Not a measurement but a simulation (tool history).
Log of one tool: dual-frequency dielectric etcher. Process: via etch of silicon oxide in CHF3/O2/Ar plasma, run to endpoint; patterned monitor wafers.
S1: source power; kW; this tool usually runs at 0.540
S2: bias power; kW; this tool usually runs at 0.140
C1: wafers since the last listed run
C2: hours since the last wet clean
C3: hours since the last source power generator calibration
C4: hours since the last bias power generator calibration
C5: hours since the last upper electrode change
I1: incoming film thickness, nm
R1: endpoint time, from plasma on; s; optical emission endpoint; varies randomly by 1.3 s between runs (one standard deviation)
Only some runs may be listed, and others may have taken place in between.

run   hour     S1     S2  C1     C2      C3      C4      C5     I1     R1
  1    0.0  0.540  0.140   0  416.2  4929.5  2424.7  5488.6  603.7  326.5
  2   14.1  0.540  0.140  79  430.3  4943.6  2438.8  5502.7  604.6  327.9
  3   23.2  0.540  0.140  51  439.4  4952.7  2447.9  5511.8  602.2  325.7
  4   37.4  0.540  0.140  79  453.6  4966.9  2462.1  5526.0  604.4  325.8
  5   45.1  0.540  0.140  43  461.3  4974.6  2469.8  5533.7  603.6  325.4
  6   55.3  0.540  0.140  57  471.5  4984.8  2480.0  5543.9  603.3  325.4
      90.6  -- wet clean of the chamber
  7   91.1  0.540  0.140  66    0.5  5020.6  2515.8  5579.7  602.1  341.4
  8   91.5  0.540  0.140   2    0.9  5021.0  2516.2  5580.1  602.6  343.4
  9   95.2  0.500  0.140  20    4.6  5024.7  2519.9  5583.8  601.1  351.9
     102.7  -- source power generator calibrated
 10  107.4  0.540  0.140  46   16.8     4.7  2532.1  5596.0  600.0  341.0
     135.2  -- upper electrode replaced
     137.9  -- bias power generator calibrated
 11  138.4  0.460  0.112  24   47.8    35.7     0.5     3.2  600.8  393.6
 12  138.8  0.490  0.155   2   48.2    36.1     0.9     3.6  595.9  335.4
 13  140.9  0.540  0.140  11   50.3    38.2     3.0     5.7  598.0  337.0
 14  156.8  0.540  0.166  89   66.2    54.1    18.9    21.6  603.4  317.7
 15  174.2  0.630  0.126  97   83.6    71.5    36.3    39.0  600.0  329.7

Below are 3 alternative next runs, each starting from the tool's condition after run 15. Predict each:
  A  174.7  0.540  0.129   2  84.1  72.0  36.8  39.5  607.6   ?
  B  174.7  0.680  0.118   2  84.1  72.0  36.8  39.5  607.6   ?
  C  174.7  0.680  0.140   2  84.1  72.0  36.8  39.5  607.6   ?

run     R1
  A  354.1
  B  332.3
  C  312.0
The same runs, with their run-to-run variation unchanged, on a tool lacking any hidden condition would have given:
run     R1
  A  358.2
  B  336.2
  C  315.6
